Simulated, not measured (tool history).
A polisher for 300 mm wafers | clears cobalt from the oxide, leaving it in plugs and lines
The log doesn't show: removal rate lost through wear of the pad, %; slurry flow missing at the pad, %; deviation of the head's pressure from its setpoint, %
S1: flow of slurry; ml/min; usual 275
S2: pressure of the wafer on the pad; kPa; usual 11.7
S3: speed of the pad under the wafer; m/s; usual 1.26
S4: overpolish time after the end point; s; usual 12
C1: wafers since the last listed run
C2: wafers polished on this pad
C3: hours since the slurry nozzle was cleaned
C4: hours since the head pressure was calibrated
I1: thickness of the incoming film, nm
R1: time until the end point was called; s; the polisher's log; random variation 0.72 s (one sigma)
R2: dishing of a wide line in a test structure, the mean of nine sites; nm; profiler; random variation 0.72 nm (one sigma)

run 1 day=0 | S1=275 S2=11.7 S3=1.26 S4=12 | C1=0 C2=499 C3=560.5 C4=581.8 | I1=201.1 | R1=42.2 R2=35.3
run 2 day=0.604 | S1=275 S2=11.7 S3=1.26 S4=12 | C1=109 C2=609 C3=575 C4=596.3 | I1=203.3 | R1=44.9 R2=33
run 3 day=1.362 | S1=275 S2=11.7 S3=1.26 S4=12 | C1=137 C2=746 C3=593.2 C4=614.5 | I1=202.4 | R1=46.8 R2=32.6
-- day=1.721 worn pad replaced by a new one
run 4 day=1.746 | S1=275 S2=11.7 S3=1.26 S4=12 | C1=39 C2=4 C3=602.4 C4=623.7 | I1=202 | R1=50.1 R2=32.2
run 5 day=2.117 | S1=275 S2=11.7 S3=1.26 S4=12 | C1=67 C2=71 C3=611.3 C4=632.6 | I1=201.1 | R1=50.3 R2=32.9
run 6 day=2.392 | S1=275 S2=11.7 S3=1.26 S4=12 | C1=49 C2=121 C3=617.9 C4=639.2 | I1=202.2 | R1=50.3 R2=31.4
run 7 day=2.838 | S1=275 S2=11.7 S3=1.26 S4=12 | C1=80 C2=202 C3=628.6 C4=649.9 | I1=199 | R1=48.3 R2=32.1
-- day=3.275 worn pad replaced by a new one, repeated, since the last time left the tool worse
run 8 day=3.388 | S1=275 S2=13.1 S3=1.26 S4=12 | C1=69 C2=20 C3=641.8 C4=663.1 | I1=199.6 | R1=38.2 R2=37.1
-- day=3.558 head pressure recalibrated
run 9 day=3.946 | S1=275 S2=13.1 S3=1.26 S4=12 | C1=86 C2=106 C3=655.2 C4=9.3 | I1=198.2 | R1=37.4 R2=39.1
run 10 day=4.542 | S1=210 S2=11.7 S3=0.98 S4=12 | C1=108 C2=214 C3=669.5 C4=23.6 | I1=201.7 | R1=56.8 R2=29.2
run 11 day=5.183 | S1=275 S2=11.7 S3=1.26 S4=19 | C1=116 C2=331 C3=684.9 C4=39 | I1=199.7 | R1=43.1 R2=44.4
run 12 day=5.738 | S1=360 S2=13.1 S3=1.26 S4=7 | C1=100 C2=431 C3=698.2 C4=52.3 | I1=199.6 | R1=38.8 R2=26.6
run 13 day=6.075 | S1=275 S2=13.1 S3=1.02 S4=19 | C1=61 C2=492 C3=706.3 C4=60.4 | I1=199 | R1=49.4 R2=44.5
run 14 day=6.508 | S1=275 S2=11.7 S3=1.26 S4=12 | C1=78 C2=571 C3=716.7 C4=70.8 | I1=201.9 | R1=45.6 R2=35.6
-- day=7.371 slurry nozzle cleaned
run 15 day=7.646 | S1=210 S2=10.3 S3=1.02 S4=15 | C1=198 C2=770 C3=6.6 C4=98.1 | I1=201.3 | R1=66.3 R2=31.1
run 16 day=8.088 | S1=310 S2=13.1 S3=1.52 S4=16 | C1=80 C2=850 C3=17.2 C4=108.7 | I1=203.4 | R1=34.4 R2=46.9
-- day=8.304 worn pad replaced by a new one
run 17 day=8.354 | S1=275 S2=9.7 S3=1.26 S4=8 | C1=18 C2=9 C3=23.6 C4=115.1 | I1=195.8 | R1=50 R2=23.3
run 18 day=8.725 | S1=310 S2=11.7 S3=1.02 S4=12 | C1=67 C2=76 C3=32.5 C4=124 | I1=197.8 | R1=50.3 R2=31.4
run 19 day=9.246 | S1=275 S2=11.7 S3=1.26 S4=12 | C1=94 C2=171 C3=45 C4=136.5 | I1=197 | R1=41.3 R2=36.6

Forecast each of these 5 alternatives for the next run:
run A day=9.262 | S1=275 S2=11.7 S3=1.26 S4=12 | C1=3 C2=174 C3=45.4 C4=136.9 | I1=200.9 | R1=? R2=?
run B day=9.262 | S1=275 S2=15.2 S3=1.56 S4=12 | C1=3 C2=174 C3=45.4 C4=136.9 | I1=200.9 | R1=? R2=?
run C day=9.262 | S1=275 S2=11.7 S3=0.88 S4=12 | C1=3 C2=174 C3=45.4 C4=136.9 | I1=200.9 | R1=? R2=?
run D day=9.262 | S1=275 S2=14.5 S3=1.26 S4=17 | C1=3 C2=174 C3=45.4 C4=136.9 | I1=200.9 | R1=? R2=?
run E day=9.262 | S1=305 S2=10.3 S3=1.04 S4=16 | C1=3 C2=174 C3=45.4 C4=136.9 | I1=200.9 | R1=? R2=?

run=A R1=42.1 R2=37
run=B R1=26.3 R2=48
run=C R1=60.3 R2=29
run=D R1=34.1 R2=50
run=E R1=57.5 R2=36.5
Without the tool's hidden state the same runs would have given:
run=A R1=41.8 R2=37.2
run=B R1=26.1 R2=48.1
run=C R1=59.9 R2=29.1
run=D R1=33.8 R2=50.2
run=E R1=57.1 R2=36.7

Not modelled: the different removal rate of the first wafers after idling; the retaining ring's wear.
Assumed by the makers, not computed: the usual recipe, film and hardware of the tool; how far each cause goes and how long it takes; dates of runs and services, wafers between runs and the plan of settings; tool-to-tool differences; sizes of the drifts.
